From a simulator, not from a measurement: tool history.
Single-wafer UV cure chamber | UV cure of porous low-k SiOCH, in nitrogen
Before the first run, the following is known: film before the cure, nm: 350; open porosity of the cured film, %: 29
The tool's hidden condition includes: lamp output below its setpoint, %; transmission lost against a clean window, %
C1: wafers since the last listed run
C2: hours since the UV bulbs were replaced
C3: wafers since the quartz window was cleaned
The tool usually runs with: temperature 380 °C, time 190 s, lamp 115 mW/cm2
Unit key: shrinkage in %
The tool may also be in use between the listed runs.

Run 1, hour 0.0: usual settings but time 120 s; C1 0; C2 1292.5; C3 1902. Result: shrinkage 11.416 %.
At hour 24.4: quartz window cleaned.
Run 2, hour 60.7: usual settings but time 120 s; C1 299; C2 1353.2; C3 206. Result: shrinkage 11.315 %.
Run 3, hour 92.9: usual settings but time 120 s; C1 183; C2 1385.4; C3 389. Result: shrinkage 11.376 %.
Run 4, hour 129.7: usual settings but temperature 389 °C; C1 209; C2 1422.2; C3 599. Result: shrinkage 13.607 %.
Run 5, hour 160.2: usual settings; C1 173; C2 1452.7; C3 772. Result: shrinkage 13.886 %.
Run 6, hour 214.7: usual settings; C1 310; C2 1507.2; C3 1083. Result: shrinkage 13.693 %.
Run 7, hour 256.4: usual settings; C1 237; C2 1548.9; C3 1320. Result: shrinkage 13.458 %.
Run 8, hour 288.7: usual settings; C1 183; C2 1581.2; C3 1504. Result: shrinkage 13.526 %.
At hour 328.4: quartz window cleaned.
Run 9, hour 336.7: usual settings; C1 227; C2 1629.2; C3 47. Result: shrinkage 13.425 %.
Run 10, hour 379.7: usual settings; C1 244; C2 1672.2; C3 291. Result: shrinkage 13.535 %.
Run 11, hour 421.8: usual settings; C1 239; C2 1714.3; C3 531. Result: shrinkage 13.494 %.
Run 12, hour 483.4: usual settings; C1 350; C2 1775.9; C3 882. Result: shrinkage 13.311 %.
Run 13, hour 548.5: usual settings; C1 370; C2 1841.0; C3 1252. Result: shrinkage 13.221 %.
Run 14, hour 592.8: usual settings; C1 252; C2 1885.3; C3 1504. Result: shrinkage 13.591 %.
At hour 606.0: quartz window cleaned.
Run 15, hour 626.5: usual settings; C1 146; C2 1919.0; C3 116. Result: shrinkage 13.421 %.
Run 16, hour 686.4: usual settings; C1 340; C2 1978.9; C3 457. Result: shrinkage 13.136 %.
Run 17, hour 715.3: usual settings; C1 164; C2 2007.8; C3 622. Result: shrinkage 13.170 %.
At hour 728.7: UV bulbs replaced.
Run 18, hour 757.1: usual settings; C1 192; C2 28.4; C3 814. Result: shrinkage 11.929 %.
Run 19, hour 820.9: usual settings; C1 363; C2 92.2; C3 1177. Result: shrinkage 11.711 %.
Run 20, hour 851.3: usual settings but temperature 374 °C, time 225 s, lamp 96 mW/cm2; C1 173; C2 122.6; C3 1350. Result: shrinkage 11.628 %.
At hour 908.8: quartz window cleaned.
Run 21, hour 910.6: usual settings but temperature 393 °C, time 110 s, lamp 140 mW/cm2; C1 292; C2 181.9; C3 9. Result: shrinkage 10.391 %.
At hour 934.9: UV bulbs replaced, repeated, since the last time left the tool worse.
Run 22, hour 942.2: usual settings but time 110 s; C1 134; C2 7.3; C3 144. Result: shrinkage 11.260 %.
Run 23, hour 1009.5: usual settings but temperature 399 °C, time 235 s, lamp 153 mW/cm2; C1 383; C2 74.6; C3 527. Result: shrinkage 17.468 %.
Run 24, hour 1044.3: usual settings; C1 198; C2 109.4; C3 725. Result: shrinkage 14.015 %.
Run 25, hour 1088.1: usual settings but temperature 399 °C, lamp 147 mW/cm2; C1 249; C2 153.2; C3 974. Result: shrinkage 15.988 %.
Run 26, hour 1156.0: usual settings but temperature 374 °C, time 305 s; C1 386; C2 221.1; C3 1361. Result: shrinkage 16.734 %.
At hour 1185.0: quartz window cleaned.
Run 27, hour 1198.5: usual settings but temperature 364 °C, time 255 s, lamp 126 mW/cm2; C1 196; C2 263.6; C3 76. Result: shrinkage 16.264 %.
Run 28, hour 1240.9: usual settings but time 135 s; C1 241; C2 306.0; C3 318. Result: shrinkage 12.377 %.
Run 29, hour 1308.8: usual settings; C1 386; C2 373.9; C3 704. Result: shrinkage 14.331 %.
Run 30, hour 1336.8: usual settings but temperature 362 °C, time 285 s, lamp 155 mW/cm2; C1 159; C2 401.9; C3 864. Result: shrinkage 17.757 %.
Run 31, hour 1380.0: usual settings but temperature 362 °C, lamp 88 mW/cm2; C1 245; C2 445.1; C3 1110. Result: shrinkage 12.263 %.
Run 32, hour 1450.3: usual settings; C1 400; C2 515.4; C3 1510. Result: shrinkage 14.365 %.
Run 33, hour 1504.4: usual settings but time 100 s, lamp 96 mW/cm2; C1 307; C2 569.5; C3 1818. Result: shrinkage 9.834 %.
At hour 1540.9: quartz window cleaned.
Run 34, hour 1600.9: usual settings but time 120 s; C1 503; C2 666.0; C3 341. Result: shrinkage 11.780 %.

3 options for the next run, each taken on its own from the tool as it stands now. Forecast them:
Run A, hour 1601.4: usual settings but lamp 85 mW/cm2; C1 2; C2 666.5; C3 344. Result: shrinkage ?.
Run B, hour 1601.4: usual settings but time 150 s; C1 2; C2 666.5; C3 344. Result: shrinkage ?.
Run C, hour 1601.4: usual settings but temperature 363 °C, time 225 s, lamp 127 mW/cm2; C1 2; C2 666.5; C3 344. Result: shrinkage ?.

run  shrinkage
  A     12.772
  B     13.138
  C     15.601
Had the tool no hidden state, the same runs would have come out as:
run  shrinkage
  A     13.109
  B     13.477
  C     15.954
